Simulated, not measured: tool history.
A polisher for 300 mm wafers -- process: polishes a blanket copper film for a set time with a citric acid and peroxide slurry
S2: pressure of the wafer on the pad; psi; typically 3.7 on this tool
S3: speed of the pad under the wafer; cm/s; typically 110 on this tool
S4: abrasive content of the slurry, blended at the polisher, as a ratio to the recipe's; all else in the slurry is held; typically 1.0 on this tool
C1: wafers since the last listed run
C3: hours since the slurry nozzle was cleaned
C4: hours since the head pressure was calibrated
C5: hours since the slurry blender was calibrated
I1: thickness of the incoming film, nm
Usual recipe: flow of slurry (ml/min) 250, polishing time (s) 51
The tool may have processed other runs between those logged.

run 1 day=0.000 | flow_of_slurry_(ml/min)=250 S2=3.7 S3=110 S4=1.0 polishing_time_(s)=51 | C1=0 wafers_polished_on_this_pad=1040 C3=383.0 C4=93.4 C5=158.2 | I1=786.9 | film_removed_(Å)=1340
run 2 day=0.462 | flow_of_slurry_(ml/min)=250 S2=3.7 S3=110 S4=1.0 polishing_time_(s)=51 | C1=136 wafers_polished_on_this_pad=1177 C3=394.1 C4=104.5 C5=169.3 | I1=790.8 | film_removed_(Å)=1333
run 3 day=0.892 | flow_of_slurry_(ml/min)=250 S2=3.7 S3=110 S4=1.0 polishing_time_(s)=51 | C1=127 wafers_polished_on_this_pad=1304 C3=404.4 C4=114.8 C5=179.6 | I1=780.1 | film_removed_(Å)=1332
-- day=1.212 slurry blender recalibrated
run 4 day=1.392 | flow_of_slurry_(ml/min)=250 S2=3.7 S3=110 S4=1.0 polishing_time_(s)=51 | C1=123 wafers_polished_on_this_pad=1427 C3=416.4 C4=126.8 C5=4.3 | I1=781.4 | film_removed_(Å)=1326
-- day=1.700 worn pad replaced by a new one
run 5 day=1.825 | flow_of_slurry_(ml/min)=250 S2=3.7 S3=110 S4=1.0 polishing_time_(s)=51 | C1=78 wafers_polished_on_this_pad=37 C3=426.8 C4=137.2 C5=14.7 | I1=780.0 | film_removed_(Å)=1316
-- day=2.404 slurry nozzle cleaned
run 6 day=2.462 | flow_of_slurry_(ml/min)=250 S2=3.7 S3=110 S4=1.0 polishing_time_(s)=51 | C1=176 wafers_polished_on_this_pad=213 C3=1.4 C4=152.5 C5=30.0 | I1=794.0 | film_removed_(Å)=1322
run 7 day=2.921 | flow_of_slurry_(ml/min)=250 S2=3.7 S3=110 S4=1.0 polishing_time_(s)=51 | C1=135 wafers_polished_on_this_pad=349 C3=12.4 C4=163.5 C5=41.0 | I1=786.8 | film_removed_(Å)=1298
run 8 day=3.588 | flow_of_slurry_(ml/min)=220 S2=3.7 S3=110 S4=1.0 polishing_time_(s)=51 | C1=197 wafers_polished_on_this_pad=546 C3=28.4 C4=179.5 C5=57.0 | I1=789.8 | film_removed_(Å)=1300
run 9 day=4.038 | flow_of_slurry_(ml/min)=180 S2=3.3 S3=110 S4=0.8 polishing_time_(s)=51 | C1=133 wafers_polished_on_this_pad=680 C3=39.2 C4=190.3 C5=67.8 | I1=793.3 | film_removed_(Å)=1121
run 10 day=4.562 | flow_of_slurry_(ml/min)=185 S2=4.8 S3=110 S4=1.0 polishing_time_(s)=41 | C1=155 wafers_polished_on_this_pad=835 C3=51.8 C4=202.9 C5=80.4 | I1=782.2 | film_removed_(Å)=1211
run 11 day=5.042 | flow_of_slurry_(ml/min)=250 S2=3.7 S3=110 S4=0.9 polishing_time_(s)=51 | C1=141 wafers_polished_on_this_pad=977 C3=63.3 C4=214.4 C5=91.9 | I1=789.6 | film_removed_(Å)=1262
run 12 day=5.633 | flow_of_slurry_(ml/min)=180 S2=3.7 S3=110 S4=1.0 polishing_time_(s)=36 | C1=175 wafers_polished_on_this_pad=1152 C3=77.5 C4=228.6 C5=106.1 | I1=782.5 | film_removed_(Å)=886
run 13 day=5.917 | flow_of_slurry_(ml/min)=295 S2=3.7 S3=78 S4=1.0 polishing_time_(s)=51 | C1=83 wafers_polished_on_this_pad=1236 C3=84.3 C4=235.4 C5=112.9 | I1=790.5 | film_removed_(Å)=934
run 14 day=6.192 | flow_of_slurry_(ml/min)=250 S2=3.7 S3=110 S4=1.0 polishing_time_(s)=51 | C1=81 wafers_polished_on_this_pad=1317 C3=90.9 C4=242.0 C5=119.5 | I1=776.8 | film_removed_(Å)=1280
run 15 day=6.538 | flow_of_slurry_(ml/min)=250 S2=3.7 S3=110 S4=1.0 polishing_time_(s)=33 | C1=102 wafers_polished_on_this_pad=1420 C3=99.2 C4=250.3 C5=127.8 | I1=794.3 | film_removed_(Å)=831
-- day=6.800 worn pad replaced by a new one
run 16 day=6.821 | flow_of_slurry_(ml/min)=250 S2=3.7 S3=110 S4=1.0 polishing_time_(s)=51 | C1=34 wafers_polished_on_this_pad=6 C3=106.0 C4=257.1 C5=134.6 | I1=783.5 | film_removed_(Å)=1292
run 17 day=7.088 | flow_of_slurry_(ml/min)=165 S2=4.7 S3=136 S4=1.0 polishing_time_(s)=66 | C1=78 wafers_polished_on_this_pad=85 C3=112.4 C4=263.5 C5=141.0 | I1=789.5 | film_removed_(Å)=2365

Estimate the outcome of run 18 from the log above:
run 18 day=7.638 | flow_of_slurry_(ml/min)=250 S2=4.5 S3=110 S4=1.3 polishing_time_(s)=42 | C1=162 wafers_polished_on_this_pad=248 C3=125.6 C4=276.7 C5=154.2 | I1=782.0 | film_removed_(Å)=?

{"run 18": {"film removed (Å)": 1271}}
With no hidden state in the tool, this same run would have given film removed (Å) 1393.

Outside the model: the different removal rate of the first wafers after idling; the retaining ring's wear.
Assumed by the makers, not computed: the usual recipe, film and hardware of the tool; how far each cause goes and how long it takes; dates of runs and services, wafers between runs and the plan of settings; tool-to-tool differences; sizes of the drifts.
